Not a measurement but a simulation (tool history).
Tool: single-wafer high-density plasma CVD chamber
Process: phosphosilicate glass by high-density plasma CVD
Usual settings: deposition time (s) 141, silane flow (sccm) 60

| run | hour | deposition time (s) | silane flow (sccm) | read-back reference wafer on the same gauge, thickness_nm | mean film thickness on the monitor wafer (angstrom) |
|---|---|---|---|---|---|
| 1 | 0 | 141 | 60 | 770.266 | 8365.46 |
| 2 | 66.7 | 141 | 60 | 770.945 | 8423.47 |
| 3 | 80.7 | 141 | 60 | 770.803 | 8372.95 |
| 4 | 107.1 | 141 | 60 | 770.96 | 8419.97 |
| 5 | 119.2 | 141 | 60 | 770.913 | 8434.63 |
| 6 | 143.4 | 141 | 68 | 771.44 | 9500.59 |
| 7 | 161.1 | 141 | 68 | 770.806 | 9592.13 |
| 8 | 189.5 | 141 | 68 | 770.475 | 9548.33 |
| 9 | 214.6 | 141 | 60 | 771.066 | 8425.11 |
| 10 | 237.8 | 141 | 60 | 770.953 | 8439.29 |
| 11 | 273.6 | 141 | 60 | 770.916 | 8481.83 |
| 12 | 306.1 | 141 | 60 | 771.196 | 8489.36 |
| 13 | 338.5 | 141 | 60 | 770.83 | 8485.29 |
| 14 | 364.5 | 141 | 60 | 770.921 | 8544.02 |
| 15 | 399.7 | 141 | 60 | 770.522 | 8536.9 |
|  | 423.1 | gauge calibrated |
| 16 | 426.6 | 141 | 60 | 771.323 | 8583.94 |
| 17 | 449.2 | 141 | 60 | 770.72 | 8517.04 |
| 18 | 467.8 | 141 | 60 | 770.936 | 8590.21 |
| 19 | 489.5 | 141 | 60 | 771.301 | 8647.77 |
| 20 | 522.8 | 141 | 60 | 771.33 | 8558.12 |
| 21 | 553 | 141 | 60 | 771.004 | 8595.5 |
|  | 561.2 | silane flow controller replaced |
| 22 | 587.4 | 141 | 60 | 770.505 | 8209.32 |
| 23 | 600.8 | 141 | 60 | 771.418 | 8175.02 |
| 24 | 625.4 | 141 | 69 | 770.642 | 9362.34 |
| 25 | 681.3 | 141 | 60 | 771.093 | 8217.12 |
| 26 | 703.8 | 155 | 63 | 771.018 | 9457.97 |
| 27 | 736.6 | 141 | 52 | 771.026 | 7082.69 |
| 28 | 756.7 | 141 | 60 | 771.146 | 8184.8 |
| 29 | 773.1 | 150 | 48 | 771.255 | 6986.82 |
| 30 | 800.9 | 163 | 52 | 771.19 | 8195.97 |
| 31 | 835.7 | 148 | 54 | 770.956 | 7789.06 |
| 32 | 850.8 | 141 | 49 | 771.415 | 6714.63 |
| 33 | 883.1 | 122 | 52 | 771.073 | 6146.31 |
| 34 | 917.9 | 122 | 52 | 771.309 | 6183.17 |
| 35 | 946 | 141 | 60 | 770.934 | 8175.68 |
| 36 | 980.6 | 149 | 53 | 770.986 | 7642.75 |
| 37 | 1002.6 | 129 | 68 | 771.017 | 8503.66 |
| 38 | 1019.8 | 167 | 60 | 771.06 | 9716.62 |
| 39 | 1044 | 128 | 51 | 770.644 | 6346.36 |

What the log doesn't show, run by run:
gauge reads high (%): 0 in every run
H1: delivered silane flow above the setpoint (%)
| run | H1 |
|---|---|
| 1 | 2.14 |
| 2 | 2.44 |
| 3 | 2.5 |
| 4 | 2.63 |
| 5 | 2.69 |
| 6 | 2.8 |
| 7 | 2.89 |
| 8 | 3.04 |
| 9 | 3.17 |
| 10 | 3.29 |
| 11 | 3.48 |
| 12 | 3.66 |
| 13 | 3.84 |
| 14 | 3.99 |
| 15 | 4.2 |
| 16 | 4.36 |
| 17 | 4.5 |
| 18 | 4.62 |
| 19 | 4.75 |
| 20 | 4.97 |
| 21 | 5.17 |
| 22 | -0.165 |
| 23 | -0.163 |
| 24 | -0.158 |
| 25 | -0.137 |
| 26 | -0.124 |
| 27 | -0.103 |
| 28 | -0.0873 |
| 29 | -0.0735 |
| 30 | -0.0474 |
| 31 | -0.0104 |
| 32 | 0.0073 |
| 33 | 0.0482 |
| 34 | 0.0972 |
| 35 | 0.14 |
| 36 | 0.198 |
| 37 | 0.237 |
| 38 | 0.269 |
| 39 | 0.317 |
